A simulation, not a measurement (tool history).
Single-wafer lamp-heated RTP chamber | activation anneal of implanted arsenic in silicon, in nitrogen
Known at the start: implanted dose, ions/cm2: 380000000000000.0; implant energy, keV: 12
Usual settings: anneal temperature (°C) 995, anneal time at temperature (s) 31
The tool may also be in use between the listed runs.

run,day,anneal temperature (°C),anneal time at temperature (s),wafers since the last listed run,wafers since the last pyrometer calibration,wafers since the reflector plate was cleaned,hours since the gauge calibration,"read-back reference wafer on the same gauge, sheet resistance",sheet resistance of the implanted and annealed layer (ohm/square)
1,0,1015,31,0,4385,1130,546.2,242.98,237.61
# day 1.05: pyrometer window cleaned and pyrometer calibrated
2,1.071,1015,31,286,7,1416,571.9,242.96,236.64
3,5.188,1015,31,1597,1604,3014,670.7,243.04,236.34
4,7.017,995,45,709,2314,3723,714.6,243,236.92
5,9.742,995,45,1057,3372,4781,780,242.99,236.9
6,11.483,995,31,675,4047,5457,821.8,243.08,240.36
# day 12.817: reflector plate cleaned
7,13.279,995,31,567,4615,180,864.9,242.88,241.24
# day 16.3: pyrometer window cleaned and pyrometer calibrated
8,16.321,995,31,1050,7,1231,937.9,243.04,241.15
9,17.333,1002,31,392,400,1624,962.2,242.84,239.8
10,18.971,1002,31,635,1036,2259,1001.5,243.04,239.45
11,20.079,1002,31,430,1466,2689,1028.1,242.91,238.98
12,22.071,995,31,772,2239,3462,1075.9,242.89,240.54
13,24.538,995,31,957,3196,4419,1135.1,242.92,240.73
# day 26.175: reflector plate cleaned
14,26.454,995,31,614,3810,109,1181.1,242.95,240.98
15,27.833,995,31,535,4345,644,1214.2,242.87,240.97
# day 28.879: pyrometer window cleaned and pyrometer calibrated
16,30.146,995,31,767,491,1412,1269.7,243.09,240.5
17,32.483,1015,31,907,1398,2319,1325.8,243.02,235.22
18,34.275,995,31,695,2093,3014,1368.8,242.92,240.31
19,35.375,967,16,426,2520,3441,1395.2,243,248.33

Run 20 comes next. What will it give?
# day 35.467: gauge calibrated
20,38.267,978,25,1122,3642,4563,67.2,?,?

Run 20 gave read-back reference wafer on the same gauge, sheet resistance 242.95, sheet resistance of the implanted and annealed layer (ohm/square) 243.95.
Without the tool's hidden state the same run would have given sheet resistance of the implanted and annealed layer (ohm/square) 245.11.
